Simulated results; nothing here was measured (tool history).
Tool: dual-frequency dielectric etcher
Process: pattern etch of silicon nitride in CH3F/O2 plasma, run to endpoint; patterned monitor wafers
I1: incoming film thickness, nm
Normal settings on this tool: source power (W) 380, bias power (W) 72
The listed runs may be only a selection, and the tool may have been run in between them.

run 1 day=0.000 | source_power_(W)=330 bias_power_(W)=72 | I1=95.2 | endpoint_time_(s)=121.9
run 2 day=0.646 | source_power_(W)=330 bias_power_(W)=72 | I1=95.8 | endpoint_time_(s)=121.8
run 3 day=1.100 | source_power_(W)=330 bias_power_(W)=72 | I1=94.7 | endpoint_time_(s)=120.8
run 4 day=1.758 | source_power_(W)=380 bias_power_(W)=72 | I1=94.8 | endpoint_time_(s)=116.9
run 5 day=2.279 | source_power_(W)=380 bias_power_(W)=72 | I1=95.0 | endpoint_time_(s)=116.4
run 6 day=2.804 | source_power_(W)=380 bias_power_(W)=72 | I1=95.3 | endpoint_time_(s)=117.3
run 7 day=3.525 | source_power_(W)=380 bias_power_(W)=72 | I1=94.6 | endpoint_time_(s)=116.0
run 8 day=4.217 | source_power_(W)=350 bias_power_(W)=82 | I1=94.6 | endpoint_time_(s)=115.0
run 9 day=4.738 | source_power_(W)=350 bias_power_(W)=82 | I1=93.4 | endpoint_time_(s)=113.5
run 10 day=5.092 | source_power_(W)=380 bias_power_(W)=72 | I1=95.2 | endpoint_time_(s)=117.4
run 11 day=5.488 | source_power_(W)=300 bias_power_(W)=72 | I1=94.3 | endpoint_time_(s)=125.5
run 12 day=5.846 | source_power_(W)=380 bias_power_(W)=85 | I1=94.0 | endpoint_time_(s)=112.2
run 13 day=6.175 | source_power_(W)=450 bias_power_(W)=55 | I1=95.0 | endpoint_time_(s)=119.3
-- day=6.692 source power generator calibrated
run 14 day=6.892 | source_power_(W)=380 bias_power_(W)=72 | I1=94.4 | endpoint_time_(s)=117.1
-- day=7.967 upper electrode replaced
-- day=8.058 bias power generator calibrated
-- day=8.746 wet clean of the chamber
run 15 day=8.767 | source_power_(W)=380 bias_power_(W)=72 | I1=94.6 | endpoint_time_(s)=112.7
run 16 day=8.779 | source_power_(W)=310 bias_power_(W)=58 | I1=94.5 | endpoint_time_(s)=126.1
run 17 day=8.796 | source_power_(W)=330 bias_power_(W)=72 | I1=94.1 | endpoint_time_(s)=117.7
run 18 day=8.954 | source_power_(W)=380 bias_power_(W)=72 | I1=95.0 | endpoint_time_(s)=112.5
run 19 day=9.288 | source_power_(W)=300 bias_power_(W)=89 | I1=94.4 | endpoint_time_(s)=113.7
run 20 day=9.962 | source_power_(W)=290 bias_power_(W)=62 | I1=95.1 | endpoint_time_(s)=127.8
run 21 day=10.612 | source_power_(W)=470 bias_power_(W)=63 | I1=94.6 | endpoint_time_(s)=108.8
run 22 day=11.121 | source_power_(W)=350 bias_power_(W)=77 | I1=95.3 | endpoint_time_(s)=114.4

What the log doesn't show, run by run:
source power that arrives over what is set, %: 0 at every run
bias power that arrives over what is set, %: 0 at every run
H1: etch rate over this chamber's usual, %
run=1 H1=-3.27
run=2 H1=-3.41
run=3 H1=-3.51
run=4 H1=-3.65
run=5 H1=-3.76
run=6 H1=-3.88
run=7 H1=-4.03
run=8 H1=-4.18
run=9 H1=-4.3
run=10 H1=-4.37
run=11 H1=-4.46
run=12 H1=-4.54
run=13 H1=-4.61
run=14 H1=-4.76
run=15 H1=-0.602
run=16 H1=-0.605
run=17 H1=-0.608
run=18 H1=-0.642
run=19 H1=-0.715
run=20 H1=-0.861
run=21 H1=-1
run=22 H1=-1.11
